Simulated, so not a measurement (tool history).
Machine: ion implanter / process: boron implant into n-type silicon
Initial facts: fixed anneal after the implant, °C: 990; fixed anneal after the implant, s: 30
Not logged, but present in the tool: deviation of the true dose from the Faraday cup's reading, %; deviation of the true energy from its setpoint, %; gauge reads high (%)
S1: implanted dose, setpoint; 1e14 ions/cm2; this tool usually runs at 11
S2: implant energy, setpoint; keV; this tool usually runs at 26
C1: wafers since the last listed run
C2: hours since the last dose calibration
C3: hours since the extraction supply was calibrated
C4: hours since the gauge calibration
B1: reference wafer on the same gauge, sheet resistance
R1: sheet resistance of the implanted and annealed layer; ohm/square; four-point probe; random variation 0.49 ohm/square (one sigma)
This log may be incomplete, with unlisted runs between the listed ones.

run,hour,S1,S2,C1,C2,C3,C4,B1,R1
1,0,13.49,26,0,923.8,4389.3,958.2,127.82,91.6
2,32.4,11,32,577,956.2,4421.7,990.6,127.86,104.52
3,66.8,11,26,613,990.6,4456.1,1025,127.81,106.48
4,98.6,11,26,566,1022.4,4487.9,1056.8,127.84,106.55
5,125.7,11,26,483,1049.5,4515,1083.9,127.92,105.5
6,158.8,12.91,22.5,590,1082.6,4548.1,1117,128.17,95.13
7,187.7,12.91,22.5,515,1111.5,4577,1145.9,127.94,96.18
8,212.9,8.86,26,449,1136.7,4602.2,1171.1,127.81,125.56
9,235.4,8.86,26,401,1159.2,4624.7,1193.6,128.1,126.22
10,270.2,8.86,26,620,1194,4659.5,1228.4,127.84,126.06
11,290.9,11,26,369,1214.7,4680.2,1249.1,128.02,105.79
12,308.6,11.83,17.5,315,1232.4,4697.9,1266.8,128.04,104.64
13,328.7,9.36,20,358,1252.5,4718,1286.9,127.89,122.24
# hour 355.6: extraction supply calibrated
14,356.1,11,26,345,1279.9,0.5,1314.3,128.06,105.91
15,365.5,11,31,167,1289.3,9.9,1323.7,128.13,103.26
16,403.6,11,26,679,1327.4,48,1361.8,128.18,105.53
# hour 424.8: gauge calibrated
17,430,8.33,34,470,1353.8,74.4,5.2,128.22,129.24
18,456.8,13.21,23,477,1380.6,101.2,32,127.95,93.44
19,474.3,11,21.5,312,1398.1,118.7,49.5,128.21,106.88
# hour 491.9: Faraday cup replaced and dose calibrated
20,492.4,9.09,26,180,0.5,136.8,67.6,128.17,128.92
21,515,11,26,402,23.1,159.4,90.2,127.97,108.99
22,548,11,26,588,56.1,192.4,123.2,128.06,108.8
23,565.1,8.27,30.5,304,73.2,209.5,140.3,127.75,137.21
24,590.3,11,26,449,98.4,234.7,165.5,128.07,108.62
25,606,9.1,32.5,279,114.1,250.4,181.2,127.89,124.95
26,634.9,9.23,33,515,143,279.3,210.1,128,124.47
27,661.6,8.41,26,476,169.7,306,236.8,128.04,135.82

Run 28 comes next. What will it give?
28,674,11,26,221,182.1,318.4,249.2,?,?

Run 28 came out at B1 128.08, R1 108.65 ohm/square.
On a tool with no hidden condition, and with the same random variation, this run would have come out at R1 109.02 ohm/square.
